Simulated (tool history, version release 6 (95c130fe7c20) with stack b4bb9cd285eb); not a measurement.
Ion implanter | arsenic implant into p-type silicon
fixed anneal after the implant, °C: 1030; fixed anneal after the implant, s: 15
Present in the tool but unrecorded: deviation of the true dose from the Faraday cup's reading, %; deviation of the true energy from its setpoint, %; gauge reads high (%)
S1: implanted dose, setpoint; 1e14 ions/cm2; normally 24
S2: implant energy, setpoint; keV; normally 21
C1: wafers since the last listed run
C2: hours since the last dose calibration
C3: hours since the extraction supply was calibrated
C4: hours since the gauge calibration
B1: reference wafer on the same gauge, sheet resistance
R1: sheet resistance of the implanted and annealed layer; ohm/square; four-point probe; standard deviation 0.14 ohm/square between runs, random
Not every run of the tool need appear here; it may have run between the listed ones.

Run 1, day 0: usual settings; C1 0; C2 638.6; C3 2307.4; C4 531.1; B1 102.05. Result: R1 96.67 ohm/square.
Run 2, day 0.608: usual settings; C1 238; C2 653.2; C3 2322; C4 545.7; B1 101.99. Result: R1 96.55 ohm/square.
Run 3, day 1.067: usual settings; C1 179; C2 664.2; C3 2333; C4 556.7; B1 102.01. Result: R1 96.6 ohm/square.
Run 4, day 1.367: usual settings; C1 117; C2 671.4; C3 2340.2; C4 563.9; B1 101.97. Result: R1 96.58 ohm/square.
Run 5, day 2.108: usual settings; C1 290; C2 689.2; C3 2358; C4 581.7; B1 101.98. Result: R1 96.75 ohm/square.
Run 6, day 2.821: usual settings; C1 278; C2 706.3; C3 2375.1; C4 598.8; B1 101.98. Result: R1 96.67 ohm/square.
Run 7, day 3.204: usual settings; C1 150; C2 715.5; C3 2384.3; C4 608; B1 101.99. Result: R1 96.99 ohm/square.
Run 8, day 3.7: usual settings; C1 194; C2 727.4; C3 2396.2; C4 619.9; B1 101.98. Result: R1 96.59 ohm/square.
Run 9, day 4.383: usual settings but S1 20.12 1e14 ions/cm2, S2 25.5 keV; C1 267; C2 743.8; C3 2412.6; C4 636.3; B1 102.03. Result: R1 94.91 ohm/square.
Run 10, day 4.812: usual settings but S2 24 keV; C1 167; C2 754.1; C3 2422.9; C4 646.6; B1 101.99. Result: R1 92.59 ohm/square.
Run 11, day 5.096: usual settings but S2 24 keV; C1 110; C2 760.9; C3 2429.7; C4 653.4; B1 102. Result: R1 92.6 ohm/square.
Run 12, day 5.725: usual settings but S1 20.02 1e14 ions/cm2, S2 18 keV; C1 246; C2 776; C3 2444.8; C4 668.5; B1 102.01. Result: R1 105.15 ohm/square.
Run 13, day 6.15: usual settings but S1 20.02 1e14 ions/cm2, S2 18 keV; C1 166; C2 786.2; C3 2455; C4 678.7; B1 102.01. Result: R1 105.32 ohm/square.
At day 6.212: gauge calibrated.
Run 14, day 6.625: usual settings; C1 185; C2 797.6; C3 2466.4; C4 9.9; B1 102. Result: R1 96.61 ohm/square.
Run 15, day 7.312: usual settings but S1 19.98 1e14 ions/cm2, S2 17 keV; C1 269; C2 814.1; C3 2482.9; C4 26.4; B1 101.99. Result: R1 106.97 ohm/square.
Run 16, day 7.858: usual settings; C1 213; C2 827.2; C3 2496; C4 39.5; B1 101.97. Result: R1 96.87 ohm/square.
Run 17, day 8.196: usual settings; C1 132; C2 835.3; C3 2504.1; C4 47.6; B1 102.01. Result: R1 96.75 ohm/square.
Run 18, day 8.858: usual settings; C1 259; C2 851.2; C3 2520; C4 63.5; B1 101.95. Result: R1 97.08 ohm/square.
At day 9.346: extraction supply calibrated.
Run 19, day 9.367: usual settings but S1 27.8 1e14 ions/cm2, S2 23.5 keV; C1 68; C2 863.4; C3 0.5; C4 75.7; B1 101.97. Result: R1 90.92 ohm/square.
Run 20, day 9.904: usual settings; C1 210; C2 876.3; C3 13.4; C4 88.6; B1 102. Result: R1 97.05 ohm/square.
Run 21, day 10.196: usual settings; C1 114; C2 883.3; C3 20.4; C4 95.6; B1 102. Result: R1 97.03 ohm/square.
At day 10.812: Faraday cup replaced and dose calibrated.
Run 22, day 10.833: usual settings but S1 21.86 1e14 ions/cm2; C1 119; C2 0.5; C3 35.7; C4 110.9; B1 102.01. Result: R1 98.08 ohm/square.
Run 23, day 11.571: usual settings but S2 23 keV; C1 288; C2 18.2; C3 53.4; C4 128.6; B1 101.98. Result: R1 93.33 ohm/square.
Run 24, day 12.225: usual settings but S1 30.09 1e14 ions/cm2, S2 24 keV; C1 256; C2 33.9; C3 69.1; C4 144.3; B1 102.04. Result: R1 88.13 ohm/square.
Run 25, day 14.012: usual settings but S1 19.37 1e14 ions/cm2, S2 28.5 keV; C1 699; C2 76.8; C3 112; C4 187.2; B1 101.99. Result: R1 91.86 ohm/square.
Run 26, day 14.496: usual settings but S2 18 keV; C1 189; C2 88.4; C3 123.6; C4 198.8; B1 102.02. Result: R1 100.41 ohm/square.
Run 27, day 15.062: usual settings but S1 27.6 1e14 ions/cm2; C1 221; C2 102; C3 137.2; C4 212.4; B1 102.01. Result: R1 93.61 ohm/square.
Run 28, day 15.512: usual settings but S1 26.7 1e14 ions/cm2, S2 25.5 keV; C1 176; C2 112.8; C3 148; C4 223.2; B1 102.02. Result: R1 88.17 ohm/square.
Run 29, day 15.929: usual settings but S1 26.71 1e14 ions/cm2, S2 26 keV; C1 163; C2 122.8; C3 158; C4 233.2; B1 102.04. Result: R1 87.41 ohm/square.
Run 30, day 16.629: usual settings but S1 18.77 1e14 ions/cm2, S2 14 keV; C1 273; C2 139.6; C3 174.8; C4 250; B1 102. Result: R1 111.73 ohm/square.
Run 31, day 17.321: usual settings but S1 17.18 1e14 ions/cm2, S2 19 keV; C1 270; C2 156.2; C3 191.4; C4 266.6; B1 102.01. Result: R1 107.05 ohm/square.
Run 32, day 17.962: usual settings but S1 28.14 1e14 ions/cm2, S2 19 keV; C1 251; C2 171.6; C3 206.8; C4 282; B1 101.99. Result: R1 96.53 ohm/square.
Run 33, day 18.279: usual settings; C1 123; C2 179.2; C3 214.4; C4 289.6; B1 102. Result: R1 96.37 ohm/square.
Run 34, day 20.025: usual settings; C1 683; C2 221.1; C3 256.3; C4 331.5; B1 102.02. Result: R1 96.06 ohm/square.
Run 35, day 20.554: usual settings but S1 19.12 1e14 ions/cm2, S2 28 keV; C1 207; C2 233.8; C3 269; C4 344.2; B1 101.95. Result: R1 92.78 ohm/square.
Run 36, day 20.962: usual settings; C1 159; C2 243.6; C3 278.8; C4 354; B1 102. Result: R1 96.33 ohm/square.

Hidden condition of the tool, last listed run before each entry between runs versus first listed run after:
After run 13, before run 14: gauge calibrated (day 6.212)
  deviation of the true dose from the Faraday cup's reading, %: -4.05 -> -4.17
  difference, measured minus the result without the unlogged condition, R1: +1.02 -> +0.83 ohm/square
After run 18, before run 19: extraction supply calibrated (day 9.346)
  deviation of the true dose from the Faraday cup's reading, %: -4.77 -> -4.91
  difference, measured minus the result without the unlogged condition, R1: +0.96 -> +0.85 ohm/square
After run 21, before run 22: Faraday cup replaced and dose calibrated (day 10.812)
  deviation of the true dose from the Faraday cup's reading, %: -5.15 -> 0.393
  difference, measured minus the result without the unlogged condition, R1: +1.04 -> -0.08 ohm/square
